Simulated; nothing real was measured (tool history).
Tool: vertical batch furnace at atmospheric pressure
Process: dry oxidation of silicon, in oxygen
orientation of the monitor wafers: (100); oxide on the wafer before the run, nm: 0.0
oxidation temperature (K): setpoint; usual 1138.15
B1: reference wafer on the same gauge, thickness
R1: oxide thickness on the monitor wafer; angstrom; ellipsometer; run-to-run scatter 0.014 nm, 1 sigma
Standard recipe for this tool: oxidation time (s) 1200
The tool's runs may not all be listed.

{"run": 1, "day": 0.0, "oxidation temperature (K)": 1138.15, "oxidation time (s)": 1200, "B1": 5.94, "R1": 57.8}
{"day": 0.496, "done": "gauge calibrated"}
{"run": 2, "day": 0.642, "oxidation temperature (K)": 1138.15, "oxidation time (s)": 1200, "B1": 5.94, "R1": 57.6}
{"run": 3, "day": 0.933, "oxidation temperature (K)": 1124.15, "oxidation time (s)": 1200, "B1": 5.94, "R1": 48.6}
{"run": 4, "day": 1.421, "oxidation temperature (K)": 1124.15, "oxidation time (s)": 1200, "B1": 5.94, "R1": 48.8}
{"run": 5, "day": 1.717, "oxidation temperature (K)": 1138.15, "oxidation time (s)": 1200, "B1": 5.94, "R1": 58}
{"run": 6, "day": 2.192, "oxidation temperature (K)": 1138.15, "oxidation time (s)": 1200, "B1": 5.94, "R1": 57.7}
{"run": 7, "day": 2.758, "oxidation temperature (K)": 1138.15, "oxidation time (s)": 1200, "B1": 5.94, "R1": 58}
{"run": 8, "day": 3.429, "oxidation temperature (K)": 1157.15, "oxidation time (s)": 1200, "B1": 5.94, "R1": 72.7}
{"day": 5.638, "done": "thermocouples replaced and temperature profile calibrated"}
{"day": 6.038, "done": "boat lift adjusted"}
{"run": 9, "day": 6.058, "oxidation temperature (K)": 1157.15, "oxidation time (s)": 1200, "B1": 5.94, "R1": 74.6}
{"run": 10, "day": 6.229, "oxidation temperature (K)": 1138.15, "oxidation time (s)": 1200, "B1": 5.94, "R1": 59.9}
{"run": 11, "day": 6.4, "oxidation temperature (K)": 1138.15, "oxidation time (s)": 1200, "B1": 5.94, "R1": 59.7}
{"run": 12, "day": 6.688, "oxidation temperature (K)": 1138.15, "oxidation time (s)": 1200, "B1": 5.94, "R1": 60}
{"run": 13, "day": 6.962, "oxidation temperature (K)": 1132.15, "oxidation time (s)": 750, "B1": 5.94, "R1": 39.9}
{"run": 14, "day": 7.446, "oxidation temperature (K)": 1117.15, "oxidation time (s)": 960, "B1": 5.94, "R1": 39.7}
{"day": 7.808, "done": "gauge calibrated"}
{"day": 8.883, "done": "thermocouples replaced and temperature profile calibrated, repeated, since the last time left the tool worse"}
{"run": 15, "day": 8.904, "oxidation temperature (K)": 1138.15, "oxidation time (s)": 1770, "B1": 5.94, "R1": 73.2}
{"run": 16, "day": 9.075, "oxidation temperature (K)": 1138.15, "oxidation time (s)": 1200, "B1": 5.94, "R1": 55.5}
{"run": 17, "day": 9.25, "oxidation temperature (K)": 1157.15, "oxidation time (s)": 660, "B1": 5.95, "R1": 45.4}
{"run": 18, "day": 9.421, "oxidation temperature (K)": 1128.15, "oxidation time (s)": 1770, "B1": 5.93, "R1": 65.1}

The next listed run, before its measurement:
{"run": 19, "day": 9.592, "oxidation temperature (K)": 1138.15, "oxidation time (s)": 1200, "B1": "?", "R1": "?"}

{"run 19": {"B1": 5.94, "R1": 55.8}}
The same run, on a tool lacking any hidden state, would have yielded R1 55.8 angstrom.

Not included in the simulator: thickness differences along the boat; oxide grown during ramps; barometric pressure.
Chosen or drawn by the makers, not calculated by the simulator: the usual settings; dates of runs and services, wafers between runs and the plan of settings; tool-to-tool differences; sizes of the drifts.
